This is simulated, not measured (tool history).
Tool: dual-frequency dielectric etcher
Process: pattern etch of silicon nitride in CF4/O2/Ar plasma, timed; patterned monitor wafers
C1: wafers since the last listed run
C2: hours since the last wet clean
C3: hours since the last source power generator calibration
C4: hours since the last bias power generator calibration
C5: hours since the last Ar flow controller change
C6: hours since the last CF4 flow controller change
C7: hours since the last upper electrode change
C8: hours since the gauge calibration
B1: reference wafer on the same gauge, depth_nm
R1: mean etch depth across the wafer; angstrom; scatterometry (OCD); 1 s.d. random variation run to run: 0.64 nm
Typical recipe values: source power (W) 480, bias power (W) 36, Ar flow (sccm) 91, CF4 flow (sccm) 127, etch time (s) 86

run 1 hour=0 | source_power_(W)=480 bias_power_(W)=33 Ar_flow_(sccm)=91 CF4_flow_(sccm)=127 etch_time_(s)=86 | C1=0 C2=371.6 C3=1456 C4=1715.8 C5=3658.9 C6=2383 C7=5320.3 C8=1360.2 | B1=169.3 | R1=1569
-- hour=41 upper electrode replaced
run 2 hour=48 | source_power_(W)=480 bias_power_(W)=33 Ar_flow_(sccm)=91 CF4_flow_(sccm)=127 etch_time_(s)=86 | C1=384 C2=419.6 C3=1504 C4=1763.8 C5=3706.9 C6=2431 C7=7 C8=1408.2 | B1=169.4 | R1=1561
-- hour=78.4 wet clean of the chamber
run 3 hour=107.3 | source_power_(W)=480 bias_power_(W)=36 Ar_flow_(sccm)=91 CF4_flow_(sccm)=127 etch_time_(s)=86 | C1=565 C2=28.9 C3=1563.3 C4=1823.1 C5=3766.2 C6=2490.3 C7=66.3 C8=1467.5 | B1=169.5 | R1=1625
run 4 hour=142.1 | source_power_(W)=480 bias_power_(W)=36 Ar_flow_(sccm)=91 CF4_flow_(sccm)=127 etch_time_(s)=86 | C1=557 C2=63.7 C3=1598.1 C4=1857.9 C5=3801 C6=2525.1 C7=101.1 C8=1502.3 | B1=169.5 | R1=1612
run 5 hour=195.4 | source_power_(W)=480 bias_power_(W)=36 Ar_flow_(sccm)=91 CF4_flow_(sccm)=127 etch_time_(s)=86 | C1=853 C2=117 C3=1651.4 C4=1911.2 C5=3854.3 C6=2578.4 C7=154.4 C8=1555.6 | B1=169.6 | R1=1610
-- hour=213.8 gauge calibrated
run 6 hour=235.9 | source_power_(W)=480 bias_power_(W)=30 Ar_flow_(sccm)=91 CF4_flow_(sccm)=127 etch_time_(s)=86 | C1=648 C2=157.5 C3=1691.9 C4=1951.7 C5=3894.8 C6=2618.9 C7=194.9 C8=22.1 | B1=161.2 | R1=1436
run 7 hour=264 | source_power_(W)=480 bias_power_(W)=33 Ar_flow_(sccm)=91 CF4_flow_(sccm)=127 etch_time_(s)=86 | C1=450 C2=185.6 C3=1720 C4=1979.8 C5=3922.9 C6=2647 C7=223 C8=50.2 | B1=161.7 | R1=1490
run 8 hour=325.6 | source_power_(W)=390 bias_power_(W)=36 Ar_flow_(sccm)=79 CF4_flow_(sccm)=142 etch_time_(s)=86 | C1=986 C2=247.2 C3=1781.6 C4=2041.4 C5=3984.5 C6=2708.6 C7=284.6 C8=111.8 | B1=162.6 | R1=1418
run 9 hour=370 | source_power_(W)=480 bias_power_(W)=40 Ar_flow_(sccm)=91 CF4_flow_(sccm)=109 etch_time_(s)=86 | C1=711 C2=291.6 C3=1826 C4=2085.8 C5=4028.9 C6=2753 C7=329 C8=156.2 | B1=163 | R1=1591
run 10 hour=425.9 | source_power_(W)=480 bias_power_(W)=36 Ar_flow_(sccm)=91 CF4_flow_(sccm)=127 etch_time_(s)=86 | C1=895 C2=347.5 C3=1881.9 C4=2141.7 C5=4084.8 C6=2808.9 C7=384.9 C8=212.1 | B1=163.9 | R1=1570
-- hour=514.5 wet clean of the chamber
run 11 hour=515 | source_power_(W)=480 bias_power_(W)=44 Ar_flow_(sccm)=91 CF4_flow_(sccm)=97 etch_time_(s)=64 | C1=1043 C2=0.5 C3=1971 C4=2230.8 C5=4173.9 C6=2898 C7=474 C8=301.2 | B1=164.5 | R1=1219
-- hour=529.8 bias power generator calibrated
run 12 hour=542 | source_power_(W)=480 bias_power_(W)=28 Ar_flow_(sccm)=83 CF4_flow_(sccm)=127 etch_time_(s)=86 | C1=368 C2=27.5 C3=1998 C4=12.2 C5=4200.9 C6=2925 C7=501 C8=328.2 | B1=164.8 | R1=1448
-- hour=572.1 CF4 flow controller replaced
run 13 hour=606.5 | source_power_(W)=480 bias_power_(W)=36 Ar_flow_(sccm)=91 CF4_flow_(sccm)=115 etch_time_(s)=86 | C1=937 C2=92 C3=2062.5 C4=76.7 C5=4265.4 C6=34.4 C7=565.5 C8=392.7 | B1=165.3 | R1=1559
-- hour=632.1 Ar flow controller replaced
-- hour=632.8 source power generator calibrated
run 14 hour=673.8 | source_power_(W)=410 bias_power_(W)=36 Ar_flow_(sccm)=91 CF4_flow_(sccm)=127 etch_time_(s)=104 | C1=971 C2=159.3 C3=41 C4=144 C5=41.7 C6=101.7 C7=632.8 C8=460 | B1=166 | R1=1758
run 15 hour=736 | source_power_(W)=480 bias_power_(W)=33 Ar_flow_(sccm)=76 CF4_flow_(sccm)=127 etch_time_(s)=86 | C1=996 C2=221.5 C3=103.2 C4=206.2 C5=103.9 C6=163.9 C7=695 C8=522.2 | B1=166.1 | R1=1557
run 16 hour=786.2 | source_power_(W)=570 bias_power_(W)=40 Ar_flow_(sccm)=78 CF4_flow_(sccm)=141 etch_time_(s)=86 | C1=804 C2=271.7 C3=153.4 C4=256.4 C5=154.1 C6=214.1 C7=745.2 C8=572.4 | B1=166.3 | R1=1889
run 17 hour=850.5 | source_power_(W)=480 bias_power_(W)=36 Ar_flow_(sccm)=106 CF4_flow_(sccm)=127 etch_time_(s)=86 | C1=1030 C2=336 C3=217.7 C4=320.7 C5=218.4 C6=278.4 C7=809.5 C8=636.7 | B1=166.8 | R1=1577
run 18 hour=910.5 | source_power_(W)=480 bias_power_(W)=32 Ar_flow_(sccm)=91 CF4_flow_(sccm)=127 etch_time_(s)=86 | C1=961 C2=396 C3=277.7 C4=380.7 C5=278.4 C6=338.4 C7=869.5 C8=696.7 | B1=167.2 | R1=1530
-- hour=945.1 wet clean of the chamber
run 19 hour=954.1 | source_power_(W)=480 bias_power_(W)=36 Ar_flow_(sccm)=91 CF4_flow_(sccm)=127 etch_time_(s)=92.5 | C1=314 C2=9 C3=321.3 C4=424.3 C5=322 C6=382 C7=913.1 C8=740.3 | B1=167 | R1=1716
run 20 hour=1007.1 | source_power_(W)=480 bias_power_(W)=36 Ar_flow_(sccm)=91 CF4_flow_(sccm)=127 etch_time_(s)=86 | C1=849 C2=62 C3=374.3 C4=477.3 C5=375 C6=435 C7=966.1 C8=793.3 | B1=167.4 | R1=1592
run 21 hour=1050.4 | source_power_(W)=480 bias_power_(W)=36 Ar_flow_(sccm)=91 CF4_flow_(sccm)=127 etch_time_(s)=86 | C1=693 C2=105.3 C3=417.6 C4=520.6 C5=418.3 C6=478.3 C7=1009.4 C8=836.6 | B1=167.5 | R1=1591
run 22 hour=1103.9 | source_power_(W)=480 bias_power_(W)=36 Ar_flow_(sccm)=84 CF4_flow_(sccm)=127 etch_time_(s)=73 | C1=857 C2=158.8 C3=471.1 C4=574.1 C5=471.8 C6=531.8 C7=1062.9 C8=890.1 | B1=167.5 | R1=1368

3 options for the next run, each taken on its own from the tool as it stands now. Forecast them:
run A hour=1104.3 | source_power_(W)=480 bias_power_(W)=36 Ar_flow_(sccm)=91 CF4_flow_(sccm)=127 etch_time_(s)=86 | C1=6 C2=159.2 C3=471.5 C4=574.5 C5=472.2 C6=532.2 C7=1063.3 C8=890.5 | B1=? | R1=?
run B hour=1104.3 | source_power_(W)=600 bias_power_(W)=36 Ar_flow_(sccm)=91 CF4_flow_(sccm)=110 etch_time_(s)=109 | C1=6 C2=159.2 C3=471.5 C4=574.5 C5=472.2 C6=532.2 C7=1063.3 C8=890.5 | B1=? | R1=?
run C hour=1104.3 | source_power_(W)=370 bias_power_(W)=36 Ar_flow_(sccm)=91 CF4_flow_(sccm)=127 etch_time_(s)=86 | C1=6 C2=159.2 C3=471.5 C4=574.5 C5=472.2 C6=532.2 C7=1063.3 C8=890.5 | B1=? | R1=?

run=A B1=167.7 R1=1614
run=B B1=167.7 R1=2308
run=C B1=167.7 R1=1391
With the hidden condition removed and each run's random variation left untouched, the same runs would have given:
run=A R1=1560
run=B R1=2230
run=C R1=1344

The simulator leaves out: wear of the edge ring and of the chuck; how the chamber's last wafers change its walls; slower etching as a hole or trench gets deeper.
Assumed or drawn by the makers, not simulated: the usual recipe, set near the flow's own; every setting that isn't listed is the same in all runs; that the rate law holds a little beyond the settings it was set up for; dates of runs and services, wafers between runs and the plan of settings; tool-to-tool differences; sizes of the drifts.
